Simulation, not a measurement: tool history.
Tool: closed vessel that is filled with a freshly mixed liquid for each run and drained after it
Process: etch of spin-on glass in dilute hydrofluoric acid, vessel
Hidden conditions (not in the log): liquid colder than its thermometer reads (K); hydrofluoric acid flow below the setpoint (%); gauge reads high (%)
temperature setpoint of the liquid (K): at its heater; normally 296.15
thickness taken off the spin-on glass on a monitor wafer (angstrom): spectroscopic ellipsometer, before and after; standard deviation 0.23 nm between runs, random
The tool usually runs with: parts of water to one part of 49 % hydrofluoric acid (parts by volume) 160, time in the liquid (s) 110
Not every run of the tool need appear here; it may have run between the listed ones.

run     day  temperature setpoint of the liquid (K)  parts of water to one part of 49 % hydrofluoric acid (parts by volume)  time in the liquid (s)  wafers since the last listed run  hours since the thermometer was replaced  hours since the hydrofluoric acid flow meter was replaced  hours since the gauge calibration  read-back film thickness of the spin-on glass reference wafer, read on the same gauge (nm)  thickness taken off the spin-on glass on a monitor wafer (angstrom)
  1   0.000                                  296.15                                                                     160                     110                                 0                                    1425.2                                                     1315.0                              718.0                                                                                      130.05                                                                213.0
  2   2.558                                  296.15                                                                     160                     110                              6290                                    1486.6                                                     1376.4                              779.4                                                                                      130.04                                                                209.8
  3   4.088                                  296.15                                                                     160                      80                              3759                                    1523.3                                                     1413.1                              816.1                                                                                      130.00                                                                156.2
  4   5.712                                  296.15                                                                     160                      80                              3995                                    1562.3                                                     1452.1                              855.1                                                                                      130.00                                                                150.4
  5   7.042                                  296.15                                                                     160                      80                              3268                                    1594.2                                                     1484.0                              887.0                                                                                      129.98                                                                155.0
  6   9.442                                  296.15                                                                     160                     110                              5901                                    1651.8                                                     1541.6                              944.6                                                                                      129.97                                                                215.3
  7  11.821                                  296.15                                                                     160                     110                              5849                                    1708.9                                                     1598.7                             1001.7                                                                                      129.98                                                                207.8
  8  13.383                                  296.15                                                                     160                     110                              3841                                    1746.4                                                     1636.2                             1039.2                                                                                      129.98                                                                209.0
  9  16.508                                  296.15                                                                     160                     110                              7683                                    1821.4                                                     1711.2                             1114.2                                                                                      130.01                                                                209.3
     17.379  -- hydrofluoric acid flow meter replaced
 10  17.675                                  296.15                                                                     160                     110                              2766                                    1849.4                                                        7.1                             1142.2                                                                                      129.99                                                                208.3
 11  18.988                                  296.15                                                                     160                     110                              3227                                    1880.9                                                       38.6                             1173.7                                                                                      130.01                                                                207.3
     21.246  -- gauge calibrated
 12  21.692                                  294.15                                                                     110                     155                              6648                                    1945.8                                                      103.5                               10.7                                                                                      130.04                                                                423.8
 13  23.521                                  296.15                                                                     200                     110                              4497                                    1989.7                                                      147.4                               54.6                                                                                      129.97                                                                162.3
 14  26.067                                  296.15                                                                     125                      75                              6259                                    2050.8                                                      208.5                              115.7                                                                                      130.00                                                                187.8

Run 15 has not been measured yet. What should we expect?
     26.967  -- thermometer replaced
 15  27.717                                  296.15                                                                     160                     110                              3954                                      18.0                                                      248.1                              155.3                                                                                           ?                                                                    ?

{"run 15": {"read-back film thickness of the spin-on glass reference wafer, read on the same gauge (nm)": 130.06, "thickness taken off the spin-on glass on a monitor wafer (angstrom)": 230.6}}
The same run, on a tool lacking any hidden state, would have yielded thickness taken off the spin-on glass on a monitor wafer (angstrom) 231.2.
